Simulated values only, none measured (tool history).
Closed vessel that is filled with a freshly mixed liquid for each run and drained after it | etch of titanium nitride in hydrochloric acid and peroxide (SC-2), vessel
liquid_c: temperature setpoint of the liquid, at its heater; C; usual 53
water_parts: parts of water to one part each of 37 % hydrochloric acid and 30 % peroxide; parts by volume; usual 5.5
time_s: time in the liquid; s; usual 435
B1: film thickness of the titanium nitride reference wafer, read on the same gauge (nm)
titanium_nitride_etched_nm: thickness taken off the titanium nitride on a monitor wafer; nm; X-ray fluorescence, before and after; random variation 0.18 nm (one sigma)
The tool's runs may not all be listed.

Run 1, hour 0: usual settings but water_parts 4 parts by volume; B1 70.01. Result: titanium_nitride_etched_nm 22.16 nm.
At hour 0.3: gauge calibrated.
Run 2, hour 34.3: usual settings but water_parts 4 parts by volume; B1 70.02. Result: titanium_nitride_etched_nm 21.72 nm.
Run 3, hour 65.8: usual settings but time_s 520 s; B1 69.98. Result: titanium_nitride_etched_nm 20.5 nm.
Run 4, hour 78.2: usual settings; B1 69.96. Result: titanium_nitride_etched_nm 17.17 nm.
Run 5, hour 108.9: usual settings; B1 69.99. Result: titanium_nitride_etched_nm 16.94 nm.
Run 6, hour 192.4: usual settings; B1 69.98. Result: titanium_nitride_etched_nm 17.1 nm.
Run 7, hour 207.8: usual settings but time_s 370 s; B1 69.99. Result: titanium_nitride_etched_nm 14.12 nm.
Run 8, hour 242.6: usual settings but liquid_c 48.5 C, time_s 550 s; B1 69.96. Result: titanium_nitride_etched_nm 15.86 nm.
Run 9, hour 259.9: usual settings but liquid_c 48.5 C, time_s 550 s; B1 69.98. Result: titanium_nitride_etched_nm 15.62 nm.
Run 10, hour 273.1: usual settings but liquid_c 48.5 C, time_s 550 s; B1 70.01. Result: titanium_nitride_etched_nm 15.66 nm.
At hour 282.3: chemicals flow meter replaced.
At hour 296.4: new drum of peroxide connected.
Run 11, hour 298.2: usual settings but liquid_c 58 C; B1 69.98. Result: titanium_nitride_etched_nm 27.07 nm.
Run 12, hour 314.2: usual settings but liquid_c 58 C; B1 69.97. Result: titanium_nitride_etched_nm 27.19 nm.
Run 13, hour 330.4: usual settings but liquid_c 59 C, time_s 180 s; B1 69.97. Result: titanium_nitride_etched_nm 11.86 nm.
Run 14, hour 360: usual settings; B1 69.99. Result: titanium_nitride_etched_nm 19.21 nm.
Run 15, hour 392.7: usual settings; B1 70.01. Result: titanium_nitride_etched_nm 18.84 nm.
Run 16, hour 422.4: usual settings but liquid_c 56 C, water_parts 4.5 parts by volume, time_s 540 s; B1 70. Result: titanium_nitride_etched_nm 33.5 nm.
Run 17, hour 456.2: usual settings but liquid_c 62 C, time_s 575 s; B1 70. Result: titanium_nitride_etched_nm 45.05 nm.
Run 18, hour 477.9: usual settings but liquid_c 50.5 C, water_parts 4.5 parts by volume, time_s 675 s; B1 70.01. Result: titanium_nitride_etched_nm 28.79 nm.
At hour 490.5: gauge calibrated.
Run 19, hour 494.4: usual settings but liquid_c 46.5 C, water_parts 8 parts by volume; B1 69.99. Result: titanium_nitride_etched_nm 9.19 nm.
At hour 503.2: thermometer replaced.
Run 20, hour 510.6: usual settings but liquid_c 48.5 C; B1 69.99. Result: titanium_nitride_etched_nm 13.96 nm.
Run 21, hour 533.3: usual settings but time_s 185 s; B1 70. Result: titanium_nitride_etched_nm 8.12 nm.
Run 22, hour 548.7: usual settings but liquid_c 44.5 C; B1 70.01. Result: titanium_nitride_etched_nm 10.76 nm.
Run 23, hour 575.6: usual settings but liquid_c 48.5 C, time_s 550 s; B1 70.01. Result: titanium_nitride_etched_nm 17.81 nm.
Run 24, hour 603.2: usual settings but time_s 195 s; B1 69.97. Result: titanium_nitride_etched_nm 8.51 nm.
Run 25, hour 646.7: usual settings; B1 69.99. Result: titanium_nitride_etched_nm 18.77 nm.
Run 26, hour 675.8: usual settings; B1 70.03. Result: titanium_nitride_etched_nm 18.69 nm.
Run 27, hour 698.7: usual settings but liquid_c 46.5 C, water_parts 4 parts by volume; B1 70.03. Result: titanium_nitride_etched_nm 14.9 nm.
Run 28, hour 732.3: usual settings but liquid_c 60 C, water_parts 7.5 parts by volume, time_s 560 s; B1 70.02. Result: titanium_nitride_etched_nm 28.89 nm.
Run 29, hour 752: usual settings but liquid_c 60.5 C, water_parts 4.5 parts by volume, time_s 625 s; B1 69.98. Result: titanium_nitride_etched_nm 48.92 nm.
Run 30, hour 781.2: usual settings but liquid_c 44.5 C, water_parts 8.5 parts by volume; B1 70.01. Result: titanium_nitride_etched_nm 7.28 nm.

The tool's hidden state at each run:
liquid colder than its thermometer reads (K): 0 in every run
gauge reads high (%): 0 in every run
H1: chemicals flow below the setpoint (%)
H2: peroxide weaker than its label (%)
run     H1     H2
  1   9.32   4.65
  2   9.64   4.84
  3   9.93   5.02
  4     10   5.09
  5   10.3   5.26
  6   11.1   5.73
  7   11.3   5.82
  8   11.6   6.01
  9   11.7   6.11
 10   11.9   6.19
 11  0.409  0.304
 12  0.558  0.394
 13  0.709  0.485
 14  0.985  0.652
 15   1.29  0.836
 16   1.57      1
 17   1.88   1.19
 18   2.08   1.32
 19   2.24   1.41
 20   2.39    1.5
 21    2.6   1.63
 22   2.74   1.71
 23      3   1.87
 24   3.25   2.02
 25   3.66   2.27
 26   3.93   2.43
 27   4.14   2.56
 28   4.46   2.75
 29   4.64   2.86
 30   4.91   3.02
